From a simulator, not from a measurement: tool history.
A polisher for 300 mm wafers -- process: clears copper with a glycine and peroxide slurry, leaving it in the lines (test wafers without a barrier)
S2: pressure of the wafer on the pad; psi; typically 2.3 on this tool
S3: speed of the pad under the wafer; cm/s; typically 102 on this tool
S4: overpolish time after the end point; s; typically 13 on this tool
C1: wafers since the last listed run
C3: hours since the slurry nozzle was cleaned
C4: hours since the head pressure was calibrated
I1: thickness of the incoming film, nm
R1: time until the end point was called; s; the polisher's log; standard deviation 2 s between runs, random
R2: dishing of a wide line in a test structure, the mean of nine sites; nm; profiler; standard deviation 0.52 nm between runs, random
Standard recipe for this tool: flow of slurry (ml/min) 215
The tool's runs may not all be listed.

{"run": 1, "hour": 0.0, "flow of slurry (ml/min)": 215, "S2": 2.3, "S3": 102, "S4": 13, "C1": 0, "wafers polished on this pad": 546, "C3": 663, "C4": 283.1, "I1": 683.6, "R1": 164.9, "R2": 38.1}
{"run": 2, "hour": 6.4, "flow of slurry (ml/min)": 215, "S2": 2.3, "S3": 102, "S4": 13, "C1": 33, "wafers polished on this pad": 579, "C3": 669.4, "C4": 289.5, "I1": 678.7, "R1": 165.1, "R2": 38.4}
{"run": 3, "hour": 15.9, "flow of slurry (ml/min)": 215, "S2": 2.3, "S3": 102, "S4": 13, "C1": 49, "wafers polished on this pad": 628, "C3": 678.9, "C4": 299, "I1": 683.3, "R1": 165.6, "R2": 38.6}
{"run": 4, "hour": 32.0, "flow of slurry (ml/min)": 260, "S2": 2.3, "S3": 102, "S4": 13, "C1": 83, "wafers polished on this pad": 712, "C3": 695, "C4": 315.1, "I1": 675, "R1": 159.9, "R2": 38.9}
{"run": 5, "hour": 40.1, "flow of slurry (ml/min)": 260, "S2": 2.3, "S3": 102, "S4": 13, "C1": 42, "wafers polished on this pad": 754, "C3": 703.1, "C4": 323.2, "I1": 674.4, "R1": 161.5, "R2": 38.8}
{"run": 6, "hour": 68.8, "flow of slurry (ml/min)": 260, "S2": 2.3, "S3": 102, "S4": 13, "C1": 149, "wafers polished on this pad": 903, "C3": 731.8, "C4": 351.9, "I1": 684.7, "R1": 164.3, "R2": 37.9}
{"run": 7, "hour": 80.7, "flow of slurry (ml/min)": 215, "S2": 2.9, "S3": 102, "S4": 9, "C1": 61, "wafers polished on this pad": 965, "C3": 743.7, "C4": 363.8, "I1": 684.1, "R1": 139.1, "R2": 31.1}
{"run": 8, "hour": 87.4, "flow of slurry (ml/min)": 215, "S2": 2.3, "S3": 102, "S4": 13, "C1": 34, "wafers polished on this pad": 1000, "C3": 750.4, "C4": 370.5, "I1": 665, "R1": 160.9, "R2": 38.1}
{"run": 9, "hour": 97.9, "flow of slurry (ml/min)": 215, "S2": 2.3, "S3": 102, "S4": 13, "C1": 54, "wafers polished on this pad": 1054, "C3": 760.9, "C4": 381, "I1": 668.4, "R1": 165, "R2": 38}
{"hour": 107.4, "done": "slurry nozzle cleaned"}
{"run": 10, "hour": 111.7, "flow of slurry (ml/min)": 215, "S2": 2.3, "S3": 102, "S4": 13, "C1": 66, "wafers polished on this pad": 1121, "C3": 4.3, "C4": 394.8, "I1": 689.5, "R1": 166.9, "R2": 36.9}
{"run": 11, "hour": 122.2, "flow of slurry (ml/min)": 215, "S2": 2.3, "S3": 102, "S4": 13, "C1": 54, "wafers polished on this pad": 1175, "C3": 14.8, "C4": 405.3, "I1": 693, "R1": 174.8, "R2": 37}
{"run": 12, "hour": 130.9, "flow of slurry (ml/min)": 215, "S2": 2.3, "S3": 102, "S4": 13, "C1": 45, "wafers polished on this pad": 1221, "C3": 23.5, "C4": 414, "I1": 671.1, "R1": 167.2, "R2": 36.6}
{"run": 13, "hour": 141.7, "flow of slurry (ml/min)": 180, "S2": 2.3, "S3": 74, "S4": 13, "C1": 56, "wafers polished on this pad": 1277, "C3": 34.3, "C4": 424.8, "I1": 668.2, "R1": 220.2, "R2": 29.4}
{"hour": 157.1, "done": "worn pad replaced by a new one"}
{"run": 14, "hour": 159.0, "flow of slurry (ml/min)": 280, "S2": 2.1, "S3": 102, "S4": 9, "C1": 69, "wafers polished on this pad": 9, "C3": 51.6, "C4": 442.1, "I1": 681.4, "R1": 167.4, "R2": 26.7}
{"run": 15, "hour": 173.2, "flow of slurry (ml/min)": 215, "S2": 2.3, "S3": 102, "S4": 13, "C1": 73, "wafers polished on this pad": 83, "C3": 65.8, "C4": 456.3, "I1": 668.2, "R1": 159.3, "R2": 38.8}

Run 16, settings as shown, results not yet in. Your forecast:
{"run": 16, "hour": 185.6, "flow of slurry (ml/min)": 215, "S2": 2.3, "S3": 126, "S4": 13, "C1": 64, "wafers polished on this pad": 148, "C3": 78.2, "C4": 468.7, "I1": 682.2, "R1": "?", "R2": "?"}

R1: 135.3 s
R2: 44.4 nm
On a tool with no hidden condition, and with the same random variation, this run would have come out at R1 134.9 s, R2 44.5 nm.
